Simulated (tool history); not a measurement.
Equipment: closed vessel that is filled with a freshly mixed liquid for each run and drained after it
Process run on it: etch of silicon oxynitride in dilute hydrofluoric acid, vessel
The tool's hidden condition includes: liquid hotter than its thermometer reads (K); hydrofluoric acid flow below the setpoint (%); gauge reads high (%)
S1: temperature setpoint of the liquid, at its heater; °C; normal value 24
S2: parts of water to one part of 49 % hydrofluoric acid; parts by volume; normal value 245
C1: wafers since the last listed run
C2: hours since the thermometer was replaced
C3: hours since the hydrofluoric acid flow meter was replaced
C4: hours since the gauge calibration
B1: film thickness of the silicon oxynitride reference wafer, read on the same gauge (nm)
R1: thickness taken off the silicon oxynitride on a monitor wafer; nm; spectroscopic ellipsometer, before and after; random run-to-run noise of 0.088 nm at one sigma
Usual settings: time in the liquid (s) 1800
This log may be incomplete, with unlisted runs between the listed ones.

Run 1, hour 0: usual settings; C1 0; C2 723.5; C3 670; C4 457.8; B1 79.96. Result: R1 12.15 nm.
Run 2, hour 48.4: usual settings; C1 1401; C2 771.9; C3 718.4; C4 506.2; B1 79.99. Result: R1 11.84 nm.
Run 3, hour 73.6: usual settings but S1 23 °C; C1 729; C2 797.1; C3 743.6; C4 531.4; B1 80. Result: R1 11.3 nm.
Run 4, hour 197.5: usual settings but S1 23 °C; C1 3588; C2 921; C3 867.5; C4 655.3; B1 79.93. Result: R1 11.42 nm.
Run 5, hour 254.1: usual settings but time in the liquid (s) 1190; C1 1639; C2 977.6; C3 924.1; C4 711.9; B1 79.97. Result: R1 7.8 nm.
Run 6, hour 318.2: usual settings but time in the liquid (s) 1190; C1 1856; C2 1041.7; C3 988.2; C4 776; B1 79.99. Result: R1 7.78 nm.
Run 7, hour 387.9: usual settings but time in the liquid (s) 1190; C1 2018; C2 1111.4; C3 1057.9; C4 845.7; B1 80.03. Result: R1 7.75 nm.
Run 8, hour 452.3: usual settings but S1 25 °C, time in the liquid (s) 1160; C1 1865; C2 1175.8; C3 1122.3; C4 910.1; B1 80.01. Result: R1 7.84 nm.
Run 9, hour 489.6: usual settings; C1 1080; C2 1213.1; C3 1159.6; C4 947.4; B1 80.01. Result: R1 11.8 nm.
At hour 527: hydrofluoric acid flow meter replaced.
Run 10, hour 544: usual settings; C1 1546; C2 1267.5; C3 17; C4 1001.8; B1 80. Result: R1 12.5 nm.
Run 11, hour 615.3: usual settings but S1 26 °C; C1 2065; C2 1338.8; C3 88.3; C4 1073.1; B1 80.04. Result: R1 13.82 nm.
Run 12, hour 644.4: usual settings but S1 26 °C; C1 842; C2 1367.9; C3 117.4; C4 1102.2; B1 79.99. Result: R1 13.5 nm.
Run 13, hour 697.6: usual settings but S1 26 °C; C1 1541; C2 1421.1; C3 170.6; C4 1155.4; B1 80.02. Result: R1 13.67 nm.
At hour 740.1: gauge calibrated.
Run 14, hour 781.4: usual settings; C1 2427; C2 1504.9; C3 254.4; C4 41.3; B1 80. Result: R1 12.53 nm.
Run 15, hour 825.4: usual settings but S1 22.5 °C, S2 305 parts by volume; C1 1274; C2 1548.9; C3 298.4; C4 85.3; B1 80.03. Result: R1 9.12 nm.
Run 16, hour 865.8: usual settings but S1 28 °C, S2 310 parts by volume, time in the liquid (s) 1480; C1 1170; C2 1589.3; C3 338.8; C4 125.7; B1 79.98. Result: R1 9.16 nm.
Run 17, hour 903.1: usual settings but S1 26 °C, S2 150 parts by volume, time in the liquid (s) 1370; C1 1080; C2 1626.6; C3 376.1; C4 163; B1 80.02. Result: R1 18.36 nm.
Run 18, hour 971.2: usual settings but S1 20 °C, S2 140 parts by volume, time in the liquid (s) 960; C1 1972; C2 1694.7; C3 444.2; C4 231.1; B1 79.98. Result: R1 10.59 nm.
Run 19, hour 1042.5: usual settings; C1 2065; C2 1766; C3 515.5; C4 302.4; B1 80. Result: R1 12.56 nm.
Run 20, hour 1069.4: usual settings; C1 779; C2 1792.9; C3 542.4; C4 329.3; B1 79.98. Result: R1 12.31 nm.
At hour 1074.8: thermometer replaced.
Run 21, hour 1103: usual settings but S2 205 parts by volume; C1 944; C2 28.2; C3 576; C4 362.9; B1 80.04. Result: R1 14 nm.
Run 22, hour 1169.7: usual settings but S1 27 °C, S2 280 parts by volume, time in the liquid (s) 2195; C1 1932; C2 94.9; C3 642.7; C4 429.6; B1 80.01. Result: R1 13.41 nm.
Run 23, hour 1219.7: usual settings but S1 19 °C, S2 315 parts by volume, time in the liquid (s) 2455; C1 1448; C2 144.9; C3 692.7; C4 479.6; B1 79.99. Result: R1 9.24 nm.
Run 24, hour 1288.5: usual settings but S1 19.5 °C, S2 195 parts by volume, time in the liquid (s) 2215; C1 1992; C2 213.7; C3 761.5; C4 548.4; B1 80.03. Result: R1 14.87 nm.
Run 25, hour 1355.4: usual settings but S1 19 °C, S2 160 parts by volume, time in the liquid (s) 1385; C1 1937; C2 280.6; C3 828.4; C4 615.3; B1 80.04. Result: R1 11.36 nm.
Run 26, hour 1408.9: usual settings but S1 28 °C, S2 310 parts by volume; C1 1549; C2 334.1; C3 881.9; C4 668.8; B1 80. Result: R1 10.12 nm.
Run 27, hour 1473.9: usual settings; C1 1882; C2 399.1; C3 946.9; C4 733.8; B1 80.06. Result: R1 11.3 nm.

Below are 3 alternative next runs, each starting from the tool's condition after run 27. Predict each:
Run A, hour 1475.1: usual settings but S1 21.5 °C; C1 34; C2 400.3; C3 948.1; C4 735; B1 ?. Result: R1 ?.
Run B, hour 1475.1: usual settings but S1 19.5 °C, S2 330 parts by volume; C1 34; C2 400.3; C3 948.1; C4 735; B1 ?. Result: R1 ?.
Run C, hour 1475.1: usual settings but S1 28.5 °C, S2 315 parts by volume, time in the liquid (s) 2080; C1 34; C2 400.3; C3 948.1; C4 735; B1 ?. Result: R1 ?.

run  B1     R1
  A  80  10.14
  B  80   6.52
  C  80  11.56
Had the tool no hidden state, the same runs would have come out as:
run     R1
  A  10.65
  B   6.86
  C  12.24
